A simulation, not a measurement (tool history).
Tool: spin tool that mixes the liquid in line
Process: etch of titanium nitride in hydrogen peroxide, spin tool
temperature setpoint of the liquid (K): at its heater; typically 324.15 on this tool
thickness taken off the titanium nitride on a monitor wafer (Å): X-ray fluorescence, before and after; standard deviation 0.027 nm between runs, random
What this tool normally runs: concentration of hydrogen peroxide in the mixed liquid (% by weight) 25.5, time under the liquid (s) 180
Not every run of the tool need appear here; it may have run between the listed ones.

run   hour  temperature setpoint of the liquid (K)  concentration of hydrogen peroxide in the mixed liquid (% by weight)  time under the liquid (s)  wafers since the last listed run  hours since the thermometer was replaced  hours since the peroxide flow meter was replaced  hours since the heated supply line was repaired  hours since the drum of peroxide was connected  hours since the gauge calibration  read-back film thickness of the titanium nitride reference wafer, read on the same gauge (nm)  thickness taken off the titanium nitride on a monitor wafer (Å)
  1    0.0                                  321.65                                                                  25.5                        150                                 0                                    1646.1                                             541.7                                            536.6                                            93.5                              422.3                                                                                         120.00                                                             56.0
       6.5  -- gauge calibrated
  2   34.3                                  324.15                                                                  25.5                        180                               274                                    1680.4                                             576.0                                            570.9                                           127.8                               27.8                                                                                         120.00                                                             80.3
  3   46.4                                  324.15                                                                  25.5                        180                                96                                    1692.5                                             588.1                                            583.0                                           139.9                               39.9                                                                                         119.99                                                             80.2
  4   60.4                                  324.15                                                                  25.5                        180                               111                                    1706.5                                             602.1                                            597.0                                           153.9                               53.9                                                                                         120.02                                                             79.8
  5   75.1                                  324.15                                                                  25.5                        180                               117                                    1721.2                                             616.8                                            611.7                                           168.6                               68.6                                                                                         119.97                                                             80.3
  6   94.3                                  324.15                                                                  25.5                        180                               153                                    1740.4                                             636.0                                            630.9                                           187.8                               87.8                                                                                         120.02                                                             79.8
  7  110.3                                  324.15                                                                  25.5                        180                               127                                    1756.4                                             652.0                                            646.9                                           203.8                              103.8                                                                                         119.99                                                             79.6
  8  143.4                                  324.15                                                                  25.5                        180                               264                                    1789.5                                             685.1                                            680.0                                           236.9                              136.9                                                                                         120.00                                                             79.5
  9  161.3                                  324.15                                                                  25.5                        180                               143                                    1807.4                                             703.0                                            697.9                                           254.8                              154.8                                                                                         119.97                                                             79.3
 10  193.5                                  324.15                                                                  30.0                        180                               257                                    1839.6                                             735.2                                            730.1                                           287.0                              187.0                                                                                         120.01                                                             81.7
 11  205.8                                  324.15                                                                  30.0                        205                                98                                    1851.9                                             747.5                                            742.4                                           299.3                              199.3                                                                                         120.00                                                             93.0
 12  222.7                                  324.15                                                                  25.5                        180                               135                                    1868.8                                             764.4                                            759.3                                           316.2                              216.2                                                                                         120.01                                                             79.2
     248.1  -- thermometer replaced
 13  252.4                                  324.15                                                                  25.5                        285                               229                                       4.3                                             794.1                                            789.0                                           345.9                              245.9                                                                                         120.01                                                            124.0
 14  268.2                                  318.15                                                                  25.5                        260                               126                                      20.1                                             809.9                                            804.8                                           361.7                              261.7                                                                                         120.01                                                             73.1
 15  289.4                                  333.65                                                                  23.0                        120                               169                                      41.3                                             831.1                                            826.0                                           382.9                              282.9                                                                                         119.99                                                             99.2
     302.7  -- heated supply line repaired
 16  315.8                                  324.15                                                                  28.5                        180                               203                                      67.7                                             857.5                                             13.1                                           409.3                              309.3                                                                                         119.99                                                             85.3
     329.4  -- peroxide flow meter replaced
 17  349.8                                  331.65                                                                  27.5                        265                               263                                     101.7                                              20.4                                             47.1                                           443.3                              343.3                                                                                         120.00                                                            214.3
     362.9  -- new drum of peroxide connected
 18  377.0                                  317.65                                                                  19.5                        240                               209                                     128.9                                              47.6                                             74.3                                            14.1                              370.5                                                                                         119.99                                                             65.9
     384.2  -- gauge calibrated
 19  409.9                                  318.65                                                                  30.0                        285                               262                                     161.8                                              80.5                                            107.2                                            47.0                               25.7                                                                                         120.01                                                             91.9
 20  437.8                                  324.15                                                                  25.5                        180                               222                                     189.7                                             108.4                                            135.1                                            74.9                               53.6                                                                                         120.00                                                             83.7
 21  465.4                                  324.15                                                                  25.5                        180                               220                                     217.3                                             136.0                                            162.7                                           102.5                               81.2                                                                                         120.01                                                             83.0
 22  485.1                                  327.65                                                                  28.5                        105                               157                                     237.0                                             155.7                                            182.4                                           122.2                              100.9                                                                                         119.99                                                             63.7

4 ways to go on from here, each from the tool as it stands after run 22. What would each give?
  A  485.6                                  324.15                                                                  25.5                        180                                 3                                     237.5                                             156.2                                            182.9                                           122.7                              101.4                                                                                              ?                                                                ?
  B  485.6                                  317.15                                                                  22.5                        265                                 3                                     237.5                                             156.2                                            182.9                                           122.7                              101.4                                                                                              ?                                                                ?
  C  485.6                                  328.15                                                                  23.5                        225                                 3                                     237.5                                             156.2                                            182.9                                           122.7                              101.4                                                                                              ?                                                                ?
  D  485.6                                  324.15                                                                  29.0                        280                                 3                                     237.5                                             156.2                                            182.9                                           122.7                              101.4                                                                                              ?                                                                ?

run  read-back film thickness of the titanium nitride reference wafer, read on the same gauge (nm)  thickness taken off the titanium nitride on a monitor wafer (Å)
  A                                                                                         119.99                                                             83.1
  B                                                                                         119.99                                                             71.2
  C                                                                                         119.99                                                            135.6
  D                                                                                         119.99                                                            133.0
Without the tool's unlogged condition, the same runs would have read:
run  thickness taken off the titanium nitride on a monitor wafer (Å)
  A                                                             85.2
  B                                                             73.0
  C                                                            138.9
  D                                                            136.3

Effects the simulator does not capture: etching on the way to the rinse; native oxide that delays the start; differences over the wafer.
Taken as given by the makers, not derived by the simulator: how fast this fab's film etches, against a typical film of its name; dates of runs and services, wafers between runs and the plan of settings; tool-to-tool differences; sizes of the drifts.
